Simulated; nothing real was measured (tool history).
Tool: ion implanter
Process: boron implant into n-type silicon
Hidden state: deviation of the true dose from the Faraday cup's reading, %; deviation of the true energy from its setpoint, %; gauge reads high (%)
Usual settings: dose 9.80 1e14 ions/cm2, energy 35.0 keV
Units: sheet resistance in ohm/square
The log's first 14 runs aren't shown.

run	hour	dose	energy	wafers since the last listed run	hours since the last dose calibration	hours since the extraction supply was calibrated	hours since the gauge calibration	read-back reference wafer on the same gauge, sheet resistance	sheet resistance
15	1292.0	9.80	35.0	1307	505.8	4462.7	193.5	87.99	109.65
16	1367.9	9.80	23.5	941	581.7	4538.6	269.4	88.01	113.66
17	1428.5	11.99	41.0	751	642.3	4599.2	330.0	88.00	91.64
18	1525.5	9.80	35.0	1203	739.3	4696.2	427.0	88.01	110.20
# hour 1605.1: extraction supply calibrated
19	1632.1	9.80	42.0	1222	845.9	27.0	533.6	87.99	108.64
20	1670.7	7.04	35.0	478	884.5	65.6	572.2	87.98	144.63
21	1742.9	12.68	43.0	895	956.7	137.8	644.4	88.03	87.30
22	1836.8	9.05	35.0	1164	1050.6	231.7	738.3	88.00	118.20
23	1921.3	7.91	47.0	1048	1135.1	316.2	822.8	88.00	128.19
24	1967.2	7.66	25.5	569	1181.0	362.1	868.7	87.96	140.14
25	2020.0	9.80	45.0	654	1233.8	414.9	921.5	87.99	107.96
26	2085.5	8.19	31.0	812	1299.3	480.4	987.0	88.00	129.71
27	2125.7	6.91	35.0	498	1339.5	520.6	1027.2	87.98	147.77
28	2209.7	10.62	35.0	1041	1423.5	604.6	1111.2	88.01	103.36
29	2261.6	9.80	35.0	643	1475.4	656.5	1163.1	87.98	110.40
30	2331.2	9.80	35.0	863	1545.0	726.1	1232.7	87.99	110.40

Forecast each of these 5 alternatives for the next run:
A	2331.6	9.80	41.5	4	1545.4	726.5	1233.1	?	?
B	2331.6	7.35	35.0	4	1545.4	726.5	1233.1	?	?
C	2331.6	11.06	45.5	4	1545.4	726.5	1233.1	?	?
D	2331.6	9.80	43.0	4	1545.4	726.5	1233.1	?	?
E	2331.6	9.80	29.0	4	1545.4	726.5	1233.1	?	?

run	read-back reference wafer on the same gauge, sheet resistance	sheet resistance
A	87.99	108.72
B	87.99	140.15
C	87.99	97.42
D	87.99	108.37
E	87.99	112.22
Without the tool's hidden state the same runs would have given:
run	sheet resistance
A	107.36
B	138.42
C	96.18
D	107.02
E	110.79
